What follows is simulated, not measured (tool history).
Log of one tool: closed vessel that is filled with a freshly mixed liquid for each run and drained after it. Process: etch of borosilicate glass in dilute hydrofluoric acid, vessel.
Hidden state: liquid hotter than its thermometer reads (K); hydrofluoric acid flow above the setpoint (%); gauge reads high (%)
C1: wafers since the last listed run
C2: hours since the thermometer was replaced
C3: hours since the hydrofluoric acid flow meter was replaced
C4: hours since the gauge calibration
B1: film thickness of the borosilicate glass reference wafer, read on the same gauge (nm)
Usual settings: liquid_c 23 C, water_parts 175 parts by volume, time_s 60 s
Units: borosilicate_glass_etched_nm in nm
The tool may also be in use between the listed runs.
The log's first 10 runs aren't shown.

{"run": 11, "hour": 247.7, "liquid_c": 23, "water_parts": 175, "time_s": 60, "C1": 1116, "C2": 2372.7, "C3": 1611.8, "C4": 346.6, "B1": 150, "borosilicate_glass_etched_nm": 10.51}
{"run": 12, "hour": 278.1, "liquid_c": 25, "water_parts": 175, "time_s": 60, "C1": 2513, "C2": 2403.1, "C3": 1642.2, "C4": 377, "B1": 150.01, "borosilicate_glass_etched_nm": 11.45}
{"run": 13, "hour": 305.5, "liquid_c": 25, "water_parts": 175, "time_s": 60, "C1": 2265, "C2": 2430.5, "C3": 1669.6, "C4": 404.4, "B1": 150.01, "borosilicate_glass_etched_nm": 11.32}
{"run": 14, "hour": 329.6, "liquid_c": 25, "water_parts": 175, "time_s": 60, "C1": 1992, "C2": 2454.6, "C3": 1693.7, "C4": 428.5, "B1": 150, "borosilicate_glass_etched_nm": 11.49}
{"run": 15, "hour": 344.9, "liquid_c": 23, "water_parts": 245, "time_s": 85, "C1": 1265, "C2": 2469.9, "C3": 1709, "C4": 443.8, "B1": 149.98, "borosilicate_glass_etched_nm": 10.15}
{"run": 16, "hour": 376.0, "liquid_c": 23, "water_parts": 245, "time_s": 85, "C1": 2571, "C2": 2501, "C3": 1740.1, "C4": 474.9, "B1": 149.99, "borosilicate_glass_etched_nm": 10.05}
{"hour": 415.6, "done": "thermometer replaced"}
{"run": 17, "hour": 442.2, "liquid_c": 18.5, "water_parts": 175, "time_s": 60, "C1": 5391, "C2": 26.6, "C3": 1806.3, "C4": 541.1, "B1": 150.02, "borosilicate_glass_etched_nm": 7.88}
{"run": 18, "hour": 468.2, "liquid_c": 23, "water_parts": 175, "time_s": 35, "C1": 2150, "C2": 52.6, "C3": 1832.3, "C4": 567.1, "B1": 149.99, "borosilicate_glass_etched_nm": 5.56}
{"run": 19, "hour": 480.9, "liquid_c": 23, "water_parts": 175, "time_s": 60, "C1": 1050, "C2": 65.3, "C3": 1845, "C4": 579.8, "B1": 150.03, "borosilicate_glass_etched_nm": 9.54}
{"run": 20, "hour": 585.4, "liquid_c": 21.5, "water_parts": 140, "time_s": 75, "C1": 8641, "C2": 169.8, "C3": 1949.5, "C4": 684.3, "B1": 150.01, "borosilicate_glass_etched_nm": 14.77}

The next listed run, before its measurement:
{"run": 21, "hour": 612.9, "liquid_c": 27.5, "water_parts": 130, "time_s": 50, "C1": 2274, "C2": 197.3, "C3": 1977, "C4": 711.8, "B1": "?", "borosilicate_glass_etched_nm": "?"}

B1: 150
borosilicate_glass_etched_nm: 13.46 nm
Without the tool's hidden state the same run would have given borosilicate_glass_etched_nm 12 nm.
